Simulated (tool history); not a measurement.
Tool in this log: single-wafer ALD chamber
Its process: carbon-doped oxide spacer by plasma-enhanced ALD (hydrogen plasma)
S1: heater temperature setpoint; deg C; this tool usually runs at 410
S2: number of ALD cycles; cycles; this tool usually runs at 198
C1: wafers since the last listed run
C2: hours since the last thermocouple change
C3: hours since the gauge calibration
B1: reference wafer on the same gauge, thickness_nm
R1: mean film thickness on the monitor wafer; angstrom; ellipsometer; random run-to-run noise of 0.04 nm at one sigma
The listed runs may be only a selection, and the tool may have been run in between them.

Run 1, hour 0: usual settings; C1 0; C2 1804.5; C3 807.3; B1 8.773. Result: R1 104.66 angstrom.
Run 2, hour 38.4: usual settings; C1 70; C2 1842.9; C3 845.7; B1 8.758. Result: R1 104.84 angstrom.
Run 3, hour 228.4: usual settings but S1 421 deg C, S2 221 cycles; C1 347; C2 2032.9; C3 1035.7; B1 8.712. Result: R1 112.61 angstrom.
Run 4, hour 324.6: usual settings but S1 421 deg C, S2 221 cycles; C1 176; C2 2129.1; C3 1131.9; B1 8.693. Result: R1 111.83 angstrom.
Run 5, hour 550.8: usual settings but S1 421 deg C, S2 221 cycles; C1 414; C2 2355.3; C3 1358.1; B1 8.639. Result: R1 110.04 angstrom.
Run 6, hour 637.4: usual settings but S1 418 deg C, S2 176 cycles; C1 158; C2 2441.9; C3 1444.7; B1 8.585. Result: R1 88.89 angstrom.
Run 7, hour 708.9: usual settings but S1 418 deg C, S2 176 cycles; C1 130; C2 2513.4; C3 1516.2; B1 8.582. Result: R1 88.56 angstrom.
At hour 790.4: thermocouple changed; heater temperature recalibrated.
Run 8, hour 809.8: usual settings; C1 170; C2 19.4; C3 1617.1; B1 8.546. Result: R1 102.11 angstrom.
At hour 898.9: gauge calibrated.
Run 9, hour 903.7: usual settings; C1 171; C2 113.3; C3 4.8; B1 8.838. Result: R1 105.13 angstrom.
Run 10, hour 973.1: usual settings but S2 221 cycles; C1 127; C2 182.7; C3 74.2; B1 8.846. Result: R1 117.72 angstrom.
Run 11, hour 1041.6: usual settings; C1 125; C2 251.2; C3 142.7; B1 8.839. Result: R1 105.06 angstrom.
Run 12, hour 1133: usual settings; C1 167; C2 342.6; C3 234.1; B1 8.819. Result: R1 105.82 angstrom.
Run 13, hour 1181.4: usual settings; C1 88; C2 391; C3 282.5; B1 8.836. Result: R1 104.78 angstrom.
Run 14, hour 1223.6: usual settings; C1 77; C2 433.2; C3 324.7; B1 8.823. Result: R1 104.62 angstrom.
Run 15, hour 1416.3: usual settings but S1 405 deg C, S2 220 cycles; C1 352; C2 625.9; C3 517.4; B1 8.803. Result: R1 119.05 angstrom.
Run 16, hour 1498.3: usual settings; C1 150; C2 707.9; C3 599.4; B1 8.802. Result: R1 105.03 angstrom.
Run 17, hour 1548: usual settings but S1 405 deg C, S2 225 cycles; C1 91; C2 757.6; C3 649.1; B1 8.782. Result: R1 120.23 angstrom.
Run 18, hour 1654.8: usual settings but S1 404 deg C, S2 213 cycles; C1 195; C2 864.4; C3 755.9; B1 8.776. Result: R1 113.88 angstrom.
Run 19, hour 1753.9: usual settings but S1 406 deg C, S2 160 cycles; C1 181; C2 963.5; C3 855; B1 8.747. Result: R1 85.47 angstrom.
Run 20, hour 1848.4: usual settings but S1 404 deg C, S2 231 cycles; C1 173; C2 1058; C3 949.5; B1 8.729. Result: R1 123.41 angstrom.
Run 21, hour 1939.3: usual settings but S1 395 deg C, S2 165 cycles; C1 166; C2 1148.9; C3 1040.4; B1 8.714. Result: R1 89.82 angstrom.
Run 22, hour 2014.6: usual settings; C1 137; C2 1224.2; C3 1115.7; B1 8.683. Result: R1 103.61 angstrom.
Run 23, hour 2081.3: usual settings but S1 400 deg C, S2 217 cycles; C1 122; C2 1290.9; C3 1182.4; B1 8.683. Result: R1 116.68 angstrom.

Forecast each of these 5 alternatives for the next run:
Run A, hour 2082: usual settings; C1 1; C2 1291.6; C3 1183.1; B1 ?. Result: R1 ?.
Run B, hour 2082: usual settings but S1 423 deg C; C1 1; C2 1291.6; C3 1183.1; B1 ?. Result: R1 ?.
Run C, hour 2082: usual settings but S1 424 deg C, S2 170 cycles; C1 1; C2 1291.6; C3 1183.1; B1 ?. Result: R1 ?.
Run D, hour 2082: usual settings but S1 418 deg C, S2 161 cycles; C1 1; C2 1291.6; C3 1183.1; B1 ?. Result: R1 ?.
Run E, hour 2082: usual settings but S1 401 deg C, S2 172 cycles; C1 1; C2 1291.6; C3 1183.1; B1 ?. Result: R1 ?.

run     B1      R1
  A  8.673  103.59
  B  8.673   99.43
  C  8.673   85.09
  D  8.673   82.15
  E  8.673   92.49
With the hidden condition removed and each run's random variation left untouched, the same runs would have given:
run      R1
  A  105.01
  B  100.79
  C   86.26
  D   83.27
  E   93.76
